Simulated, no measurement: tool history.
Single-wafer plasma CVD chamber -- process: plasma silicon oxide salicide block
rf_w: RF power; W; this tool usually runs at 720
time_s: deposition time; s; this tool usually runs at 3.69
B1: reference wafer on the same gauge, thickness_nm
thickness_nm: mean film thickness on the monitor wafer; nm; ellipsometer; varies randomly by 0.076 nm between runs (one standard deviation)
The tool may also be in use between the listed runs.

Run 1, day 0.000: usual settings; B1 30.582. Result: thickness_nm 37.133 nm.
Run 2, day 1.146: usual settings; B1 30.588. Result: thickness_nm 37.007 nm.
Run 3, day 1.983: usual settings but time_s 3.45 s; B1 30.610. Result: thickness_nm 34.825 nm.
Run 4, day 3.442: usual settings but time_s 3.24 s; B1 30.607. Result: thickness_nm 32.525 nm.
Run 5, day 7.896: usual settings but time_s 3.24 s; B1 30.610. Result: thickness_nm 32.450 nm.
Run 6, day 9.362: usual settings but time_s 3.24 s; B1 30.602. Result: thickness_nm 32.411 nm.
Run 7, day 10.017: usual settings but time_s 3.27 s; B1 30.608. Result: thickness_nm 32.816 nm.
Run 8, day 11.242: usual settings; B1 30.593. Result: thickness_nm 36.982 nm.
Run 9, day 12.538: usual settings; B1 30.586. Result: thickness_nm 36.963 nm.
Run 10, day 13.338: usual settings but rf_w 835 W; B1 30.610. Result: thickness_nm 37.999 nm.
Run 11, day 14.450: usual settings but rf_w 835 W; B1 30.600. Result: thickness_nm 37.980 nm.
Run 12, day 15.200: usual settings but rf_w 835 W; B1 30.568. Result: thickness_nm 38.042 nm.
Run 13, day 15.825: usual settings but time_s 3.32 s; B1 30.597. Result: thickness_nm 33.171 nm.
Run 14, day 16.771: usual settings but time_s 3.32 s; B1 30.603. Result: thickness_nm 33.215 nm.
Run 15, day 17.942: usual settings but time_s 3.32 s; B1 30.595. Result: thickness_nm 33.152 nm.
Run 16, day 18.504: usual settings but time_s 4.18 s; B1 30.598. Result: thickness_nm 41.852 nm.
At day 18.996: gauge calibrated.
Run 17, day 19.354: usual settings but rf_w 680 W; B1 30.613. Result: thickness_nm 36.435 nm.
At day 20.842: RF generator calibrated.
Run 18, day 20.862: usual settings but rf_w 680 W; B1 30.624. Result: thickness_nm 36.196 nm.
Run 19, day 21.925: usual settings; B1 30.592. Result: thickness_nm 36.491 nm.
Run 20, day 22.429: usual settings; B1 30.623. Result: thickness_nm 36.583 nm.
Run 21, day 23.325: usual settings but rf_w 610 W; B1 30.588. Result: thickness_nm 35.449 nm.
Run 22, day 24.058: usual settings but rf_w 670 W, time_s 4.29 s; B1 30.588. Result: thickness_nm 41.858 nm.
At day 24.621: showerhead replaced.
Run 23, day 25.508: usual settings but rf_w 590 W, time_s 4.25 s; B1 30.599. Result: thickness_nm 40.652 nm.
Run 24, day 26.662: usual settings but rf_w 605 W, time_s 4.29 s; B1 30.634. Result: thickness_nm 41.154 nm.
Run 25, day 27.733: usual settings but rf_w 785 W; B1 30.623. Result: thickness_nm 37.159 nm.
Run 26, day 28.475: usual settings; B1 30.596. Result: thickness_nm 36.675 nm.
Run 27, day 29.554: usual settings but time_s 3.23 s; B1 30.622. Result: thickness_nm 32.049 nm.
Run 28, day 30.100: usual settings but rf_w 675 W, time_s 4.32 s; B1 30.612. Result: thickness_nm 42.318 nm.
At day 31.367: RF generator calibrated, repeated, since the last time left the tool worse.
Run 29, day 31.475: usual settings but rf_w 775 W, time_s 3.36 s; B1 30.589. Result: thickness_nm 34.397 nm.
Run 30, day 32.283: usual settings but rf_w 600 W, time_s 4.39 s; B1 30.590. Result: thickness_nm 42.749 nm.
Run 31, day 33.150: usual settings but rf_w 840 W, time_s 4.11 s; B1 30.586. Result: thickness_nm 42.989 nm.
Run 32, day 34.492: usual settings but rf_w 655 W, time_s 3.41 s; B1 30.592. Result: thickness_nm 33.907 nm.
Run 33, day 35.062: usual settings but rf_w 595 W; B1 30.617. Result: thickness_nm 35.992 nm.
Run 34, day 37.746: usual settings; B1 30.602. Result: thickness_nm 37.128 nm.
Run 35, day 38.475: usual settings but rf_w 635 W, time_s 4.28 s; B1 30.572. Result: thickness_nm 42.143 nm.
Run 36, day 39.492: usual settings but rf_w 590 W, time_s 3.16 s; B1 30.604. Result: thickness_nm 30.677 nm.
Run 37, day 40.600: usual settings; B1 30.614. Result: thickness_nm 37.168 nm.
Run 38, day 41.175: usual settings; B1 30.605. Result: thickness_nm 37.158 nm.
Run 39, day 44.292: usual settings but rf_w 610 W, time_s 4.22 s; B1 30.602. Result: thickness_nm 41.313 nm.
Run 40, day 45.454: usual settings but time_s 3.22 s; B1 30.591. Result: thickness_nm 32.473 nm.
Run 41, day 46.650: usual settings but time_s 4.08 s; B1 30.606. Result: thickness_nm 41.281 nm.
Run 42, day 47.417: usual settings but rf_w 810 W, time_s 4.11 s; B1 30.609. Result: thickness_nm 42.334 nm.
Run 43, day 48.671: usual settings; B1 30.597. Result: thickness_nm 37.127 nm.

5 options for the next run, each taken on its own from the tool as it stands now. Forecast them:
Run A, day 48.688: usual settings but time_s 4.09 s; B1 ?. Result: thickness_nm ?.
Run B, day 48.688: usual settings but rf_w 670 W, time_s 3.33 s; B1 ?. Result: thickness_nm ?.
Run C, day 48.688: usual settings but rf_w 845 W, time_s 4.06 s; B1 ?. Result: thickness_nm ?.
Run D, day 48.688: usual settings but rf_w 785 W, time_s 3.99 s; B1 ?. Result: thickness_nm ?.
Run E, day 48.688: usual settings but rf_w 830 W, time_s 4.16 s; B1 ?. Result: thickness_nm ?.

run      B1  thickness_nm
  A  30.620        41.276
  B  30.620        33.143
  C  30.620        42.312
  D  30.620        40.963
  E  30.620        43.195
Without the tool's hidden state the same runs would have given:
run  thickness_nm
  A        41.381
  B        33.227
  C        42.420
  D        41.067
  E        43.305
